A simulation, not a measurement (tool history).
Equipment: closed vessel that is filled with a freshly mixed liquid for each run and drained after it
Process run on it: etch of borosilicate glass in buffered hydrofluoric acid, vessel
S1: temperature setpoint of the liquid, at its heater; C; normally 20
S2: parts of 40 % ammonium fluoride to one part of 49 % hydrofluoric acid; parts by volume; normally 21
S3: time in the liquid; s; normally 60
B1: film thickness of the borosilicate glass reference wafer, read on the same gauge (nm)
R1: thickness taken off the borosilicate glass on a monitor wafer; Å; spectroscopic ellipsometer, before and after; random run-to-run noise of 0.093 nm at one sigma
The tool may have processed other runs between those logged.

run,hour,S1,S2,S3,B1,R1
1,0,20,24,60,120,269.7
# hour 148.9: hydrofluoric acid flow meter replaced
2,208.4,20,21,60,120.03,298.6
3,264.2,20,21,60,119.99,299.9
4,328.6,20,21,60,120.04,299.6
# hour 335.2: thermometer replaced
5,384.8,20,21,60,120.01,297.1
6,417.6,23.5,21,45,119.98,270.1
7,466.2,20,21,60,120,297.8
8,492.5,20,21,60,119.98,297.6
# hour 543.1: gauge calibrated
9,555.2,20,21,60,120.04,297.3
10,598,20,21,60,120.01,296
11,639.6,20,21,60,119.99,296.6
# hour 649: hydrofluoric acid flow meter replaced
12,673.1,20,21,60,120.01,291.5
13,731.2,20,21,60,119.98,292.2
14,787.6,22,21,60,120,324
# hour 814.2: thermometer replaced
15,843.8,24,21,80,120,481.3
# hour 845.4: hydrofluoric acid flow meter replaced, repeated, since the last time left the tool worse
16,883.9,23.5,15.5,95,120.02,761.1
17,950.1,18.5,28.5,50,120.01,185.5
18,1014.5,17,21,95,119.99,400.1
19,1055.2,22,21,95,120.02,527.7
20,1092.3,18.5,24,60,119.99,249.6
21,1135.6,20,21,60,120,297.7
22,1205.6,20,21,60,119.99,297
23,1253.7,23.5,21,45,119.98,269
24,1322.8,20,21,60,120.01,296.2
# hour 1330.8: thermometer replaced
# hour 1337: hydrofluoric acid flow meter replaced
25,1385.1,17,21,60,120.02,254
26,1426,20,16.5,50,119.99,310
27,1469.1,20,14,30,120.01,220.1
28,1514.7,22.5,28.5,40,119.99,185.2
29,1575.4,20,21,45,120,222.6

Exercise: give the hidden state of the tool at every run:
liquid colder than its thermometer reads (K): 0 at every run
gauge reads high (%): 0 at every run
H1: hydrofluoric acid flow below the setpoint (%)
run,H1
1,2.05
2,0.223
3,0.417
4,0.642
5,0.838
6,0.952
7,1.12
8,1.21
9,1.43
10,1.58
11,1.73
12,3.73
13,3.94
14,4.13
15,4.33
16,0.192
17,0.423
18,0.648
19,0.79
20,0.919
21,1.07
22,1.31
23,1.48
24,1.72
25,0.24
26,0.383
27,0.533
28,0.692
29,0.904
